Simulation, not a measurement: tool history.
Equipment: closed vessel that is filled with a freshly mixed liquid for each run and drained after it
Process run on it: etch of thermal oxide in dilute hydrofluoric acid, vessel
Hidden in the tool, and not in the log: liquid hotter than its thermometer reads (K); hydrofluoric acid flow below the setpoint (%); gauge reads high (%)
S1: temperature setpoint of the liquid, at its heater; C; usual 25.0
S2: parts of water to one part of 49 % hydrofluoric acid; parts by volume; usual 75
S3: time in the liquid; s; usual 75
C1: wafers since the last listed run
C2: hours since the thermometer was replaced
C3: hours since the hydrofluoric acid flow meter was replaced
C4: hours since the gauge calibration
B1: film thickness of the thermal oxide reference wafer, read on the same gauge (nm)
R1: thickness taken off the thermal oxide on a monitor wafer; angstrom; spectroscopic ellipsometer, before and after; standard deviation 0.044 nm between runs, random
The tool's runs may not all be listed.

{"run": 1, "hour": 0.0, "S1": 25.0, "S2": 95, "S3": 75, "C1": 0, "C2": 1279.4, "C3": 792.0, "C4": 474.1, "B1": 129.99, "R1": 32.9}
{"run": 2, "hour": 9.0, "S1": 25.0, "S2": 75, "S3": 75, "C1": 1040, "C2": 1288.4, "C3": 801.0, "C4": 483.1, "B1": 129.97, "R1": 43.4}
{"run": 3, "hour": 17.1, "S1": 25.0, "S2": 75, "S3": 75, "C1": 936, "C2": 1296.5, "C3": 809.1, "C4": 491.2, "B1": 130.03, "R1": 43.9}
{"run": 4, "hour": 26.0, "S1": 25.0, "S2": 75, "S3": 75, "C1": 1029, "C2": 1305.4, "C3": 818.0, "C4": 500.1, "B1": 130.02, "R1": 44.0}
{"run": 5, "hour": 43.5, "S1": 25.0, "S2": 75, "S3": 75, "C1": 2023, "C2": 1322.9, "C3": 835.5, "C4": 517.6, "B1": 130.0, "R1": 43.4}
{"hour": 59.9, "done": "gauge calibrated"}
{"run": 6, "hour": 60.4, "S1": 25.0, "S2": 75, "S3": 75, "C1": 1954, "C2": 1339.8, "C3": 852.4, "C4": 0.5, "B1": 130.0, "R1": 43.3}
{"run": 7, "hour": 77.1, "S1": 25.0, "S2": 75, "S3": 75, "C1": 1930, "C2": 1356.5, "C3": 869.1, "C4": 17.2, "B1": 130.03, "R1": 42.7}
{"hour": 91.2, "done": "hydrofluoric acid flow meter replaced"}
{"run": 8, "hour": 91.7, "S1": 25.0, "S2": 75, "S3": 75, "C1": 1572, "C2": 1371.1, "C3": 0.5, "C4": 31.8, "B1": 130.0, "R1": 48.0}
{"run": 9, "hour": 108.3, "S1": 25.0, "S2": 75, "S3": 75, "C1": 1919, "C2": 1387.7, "C3": 17.1, "C4": 48.4, "B1": 130.02, "R1": 47.8}
{"run": 10, "hour": 125.8, "S1": 25.0, "S2": 75, "S3": 75, "C1": 2023, "C2": 1405.2, "C3": 34.6, "C4": 65.9, "B1": 129.99, "R1": 47.6}
{"run": 11, "hour": 133.4, "S1": 25.0, "S2": 75, "S3": 75, "C1": 878, "C2": 1412.8, "C3": 42.2, "C4": 73.5, "B1": 129.93, "R1": 48.1}
{"run": 12, "hour": 156.5, "S1": 25.0, "S2": 75, "S3": 75, "C1": 2670, "C2": 1435.9, "C3": 65.3, "C4": 96.6, "B1": 130.0, "R1": 47.7}
{"run": 13, "hour": 167.3, "S1": 25.0, "S2": 100, "S3": 75, "C1": 1248, "C2": 1446.7, "C3": 76.1, "C4": 107.4, "B1": 129.99, "R1": 34.3}
{"run": 14, "hour": 185.3, "S1": 25.0, "S2": 75, "S3": 75, "C1": 2081, "C2": 1464.7, "C3": 94.1, "C4": 125.4, "B1": 130.02, "R1": 47.4}
{"run": 15, "hour": 197.5, "S1": 25.0, "S2": 65, "S3": 40, "C1": 1410, "C2": 1476.9, "C3": 106.3, "C4": 137.6, "B1": 130.04, "R1": 29.7}
{"run": 16, "hour": 207.7, "S1": 30.0, "S2": 40, "S3": 95, "C1": 1179, "C2": 1487.1, "C3": 116.5, "C4": 147.8, "B1": 129.93, "R1": 142.5}
{"run": 17, "hour": 229.1, "S1": 29.5, "S2": 100, "S3": 75, "C1": 2474, "C2": 1508.5, "C3": 137.9, "C4": 169.2, "B1": 129.97, "R1": 40.4}
{"run": 18, "hour": 246.1, "S1": 29.5, "S2": 40, "S3": 35, "C1": 1965, "C2": 1525.5, "C3": 154.9, "C4": 186.2, "B1": 130.04, "R1": 52.1}
{"run": 19, "hour": 259.3, "S1": 25.0, "S2": 65, "S3": 75, "C1": 1526, "C2": 1538.7, "C3": 168.1, "C4": 199.4, "B1": 129.98, "R1": 54.8}
{"run": 20, "hour": 269.0, "S1": 25.0, "S2": 75, "S3": 75, "C1": 1121, "C2": 1548.4, "C3": 177.8, "C4": 209.1, "B1": 130.02, "R1": 47.6}
{"run": 21, "hour": 278.2, "S1": 25.0, "S2": 75, "S3": 75, "C1": 1063, "C2": 1557.6, "C3": 187.0, "C4": 218.3, "B1": 130.02, "R1": 47.4}
{"run": 22, "hour": 290.2, "S1": 25.0, "S2": 75, "S3": 75, "C1": 1387, "C2": 1569.6, "C3": 199.0, "C4": 230.3, "B1": 129.95, "R1": 46.6}
{"run": 23, "hour": 301.4, "S1": 22.0, "S2": 95, "S3": 45, "C1": 1294, "C2": 1580.8, "C3": 210.2, "C4": 241.5, "B1": 129.98, "R1": 19.1}
{"hour": 303.2, "done": "thermometer replaced"}
{"run": 24, "hour": 318.8, "S1": 25.0, "S2": 75, "S3": 100, "C1": 1896, "C2": 15.6, "C3": 227.6, "C4": 258.9, "B1": 130.0, "R1": 62.6}
{"run": 25, "hour": 332.3, "S1": 25.0, "S2": 45, "S3": 75, "C1": 1560, "C2": 29.1, "C3": 241.1, "C4": 272.4, "B1": 130.01, "R1": 81.0}
{"run": 26, "hour": 347.4, "S1": 29.5, "S2": 90, "S3": 75, "C1": 1745, "C2": 44.2, "C3": 256.2, "C4": 287.5, "B1": 130.01, "R1": 45.3}
{"run": 27, "hour": 356.7, "S1": 25.0, "S2": 75, "S3": 75, "C1": 1075, "C2": 53.5, "C3": 265.5, "C4": 296.8, "B1": 129.99, "R1": 46.4}
{"run": 28, "hour": 374.6, "S1": 25.0, "S2": 75, "S3": 75, "C1": 2069, "C2": 71.4, "C3": 283.4, "C4": 314.7, "B1": 130.04, "R1": 46.0}
{"run": 29, "hour": 386.6, "S1": 25.0, "S2": 110, "S3": 75, "C1": 1387, "C2": 83.4, "C3": 295.4, "C4": 326.7, "B1": 130.02, "R1": 30.1}
{"run": 30, "hour": 397.7, "S1": 25.0, "S2": 75, "S3": 75, "C1": 1283, "C2": 94.5, "C3": 306.5, "C4": 337.8, "B1": 129.98, "R1": 46.8}
{"run": 31, "hour": 408.6, "S1": 28.5, "S2": 110, "S3": 75, "C1": 1260, "C2": 105.4, "C3": 317.4, "C4": 348.7, "B1": 129.96, "R1": 34.0}
{"run": 32, "hour": 421.5, "S1": 25.0, "S2": 75, "S3": 75, "C1": 1491, "C2": 118.3, "C3": 330.3, "C4": 361.6, "B1": 130.02, "R1": 45.9}
{"run": 33, "hour": 435.7, "S1": 30.0, "S2": 65, "S3": 45, "C1": 1641, "C2": 132.5, "C3": 344.5, "C4": 375.8, "B1": 130.0, "R1": 38.9}
{"run": 34, "hour": 443.2, "S1": 25.0, "S2": 75, "S3": 75, "C1": 867, "C2": 140.0, "C3": 352.0, "C4": 383.3, "B1": 130.02, "R1": 45.1}

Here are 4 independent what-if runs from the current tool condition. What would each one return?
{"run": "A", "hour": 443.9, "S1": 25.0, "S2": 75, "S3": 75, "C1": 80, "C2": 140.7, "C3": 352.7, "C4": 384.0, "B1": "?", "R1": "?"}
{"run": "B", "hour": 443.9, "S1": 28.0, "S2": 65, "S3": 40, "C1": 80, "C2": 140.7, "C3": 352.7, "C4": 384.0, "B1": "?", "R1": "?"}
{"run": "C", "hour": 443.9, "S1": 22.0, "S2": 90, "S3": 75, "C1": 80, "C2": 140.7, "C3": 352.7, "C4": 384.0, "B1": "?", "R1": "?"}
{"run": "D", "hour": 443.9, "S1": 25.0, "S2": 90, "S3": 75, "C1": 80, "C2": 140.7, "C3": 352.7, "C4": 384.0, "B1": "?", "R1": "?"}

run=A B1=129.98 R1=46.6
run=B B1=129.98 R1=32.7
run=C B1=129.98 R1=33.7
run=D B1=129.98 R1=38.0
Without the tool's hidden state the same runs would have given:
run=A R1=49.0
run=B R1=34.5
run=C R1=35.5
run=D R1=40.1
